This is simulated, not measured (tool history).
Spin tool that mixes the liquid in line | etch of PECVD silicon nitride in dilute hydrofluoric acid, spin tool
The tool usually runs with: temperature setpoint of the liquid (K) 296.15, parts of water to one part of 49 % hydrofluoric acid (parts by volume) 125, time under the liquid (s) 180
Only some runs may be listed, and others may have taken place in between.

| run | day | temperature setpoint of the liquid (K) | parts of water to one part of 49 % hydrofluoric acid (parts by volume) | time under the liquid (s) | wafers since the last listed run | hours since the thermometer was replaced | hours since the hydrofluoric acid flow meter was replaced | hours since the gauge calibration | read-back film thickness of the PECVD silicon nitride reference wafer, read on the same gauge (nm) | thickness taken off the PECVD silicon nitride on a monitor wafer (nm) |
|---|---|---|---|---|---|---|---|---|---|---|
| 1 | 0 | 293.15 | 140 | 180 | 0 | 182.6 | 1053 | 78.3 | 129.987 | 2.098 |
| 2 | 1.846 | 293.15 | 140 | 180 | 318 | 226.9 | 1097.3 | 122.6 | 130.004 | 2.115 |
| 3 | 4.829 | 292.65 | 125 | 140 | 514 | 298.5 | 1168.9 | 194.2 | 129.986 | 1.797 |
| 4 | 8.988 | 292.65 | 125 | 140 | 717 | 398.3 | 1268.7 | 294 | 130.007 | 1.791 |
| 5 | 12.283 | 296.15 | 125 | 180 | 568 | 477.4 | 1347.8 | 373.1 | 129.991 | 2.919 |
| 6 | 16.696 | 296.15 | 125 | 180 | 760 | 583.3 | 1453.7 | 479 | 130.003 | 2.853 |
| 7 | 19.329 | 296.15 | 125 | 180 | 454 | 646.5 | 1516.9 | 542.2 | 129.995 | 2.924 |
| 8 | 22.096 | 296.15 | 125 | 180 | 477 | 712.9 | 1583.3 | 608.6 | 130.001 | 2.976 |
| 9 | 26.054 | 296.15 | 125 | 255 | 682 | 807.9 | 1678.3 | 703.6 | 129.99 | 4.247 |
|  | 26.896 | hydrofluoric acid flow meter replaced |
| 10 | 29.733 | 296.15 | 125 | 255 | 627 | 896.2 | 68.1 | 791.9 | 130.003 | 4.246 |
| 11 | 33.679 | 296.15 | 125 | 255 | 680 | 990.9 | 162.8 | 886.6 | 130.001 | 4.174 |
| 12 | 38.075 | 296.15 | 125 | 180 | 758 | 1096.4 | 268.3 | 992.1 | 130.005 | 3.023 |
| 13 | 42.338 | 300.65 | 90 | 220 | 735 | 1198.7 | 370.6 | 1094.4 | 129.98 | 6.84 |
| 14 | 46.504 | 300.15 | 95 | 180 | 718 | 1298.7 | 470.6 | 1194.4 | 129.983 | 5.17 |
|  | 47.517 | gauge calibrated |
| 15 | 49.538 | 296.15 | 125 | 180 | 523 | 1371.5 | 543.4 | 48.5 | 129.975 | 3.003 |
|  | 50.65 | thermometer replaced |
| 16 | 53.217 | 296.15 | 125 | 180 | 627 | 61.6 | 631.7 | 136.8 | 130.013 | 3.179 |
| 17 | 56.088 | 292.65 | 175 | 260 | 495 | 130.5 | 700.6 | 205.7 | 129.987 | 2.674 |
| 18 | 59.758 | 296.15 | 180 | 180 | 632 | 218.6 | 788.7 | 293.8 | 130.022 | 2.232 |
| 19 | 62.112 | 292.65 | 95 | 215 | 405 | 275.1 | 845.2 | 350.3 | 129.998 | 4.054 |
|  | 62.492 | thermometer replaced, repeated, since the last time left the tool worse |
| 20 | 65.771 | 300.15 | 110 | 210 | 623 | 78.7 | 933 | 438.1 | 130.001 | 4.869 |
| 21 | 67.504 | 296.15 | 125 | 255 | 298 | 120.3 | 974.6 | 479.7 | 129.993 | 4.094 |
| 22 | 69.733 | 292.65 | 95 | 215 | 384 | 173.8 | 1028.1 | 533.2 | 129.99 | 3.565 |
| 23 | 74.15 | 300.15 | 180 | 180 | 761 | 279.8 | 1134.1 | 639.2 | 129.999 | 2.58 |
| 24 | 76.179 | 296.15 | 125 | 95 | 349 | 328.5 | 1182.8 | 687.9 | 130.015 | 1.521 |

Across each entry between runs, compare the hidden state at the last listed run before it with the hidden state at the first listed run after it:
Run 9 -> run 10: hydrofluoric acid flow meter replaced (day 26.896)
  liquid hotter than its thermometer reads (K): 0.64 -> 0.701
  the result without the hidden state subtracted from the measured one, thickness taken off the PECVD silicon nitride on a monitor wafer (nm): +0.175 -> +0.19
Run 14 -> run 15: gauge calibrated (day 47.517)
  liquid hotter than its thermometer reads (K): 0.98 -> 1.03
  the result without the hidden state subtracted from the measured one, thickness taken off the PECVD silicon nitride on a monitor wafer (nm): +0.315 -> +0.196
Run 15 -> run 16: thermometer replaced (day 50.65)
  liquid hotter than its thermometer reads (K): 1.03 -> 2.01
  the result without the hidden state subtracted from the measured one, thickness taken off the PECVD silicon nitride on a monitor wafer (nm): +0.196 -> +0.391
Run 19 -> run 20: thermometer replaced, repeated, since the last time left the tool worse (day 62.492)
  liquid hotter than its thermometer reads (K): 2.16 -> 0.0836
  the result without the hidden state subtracted from the measured one, thickness taken off the PECVD silicon nitride on a monitor wafer (nm): +0.553 -> +0.025
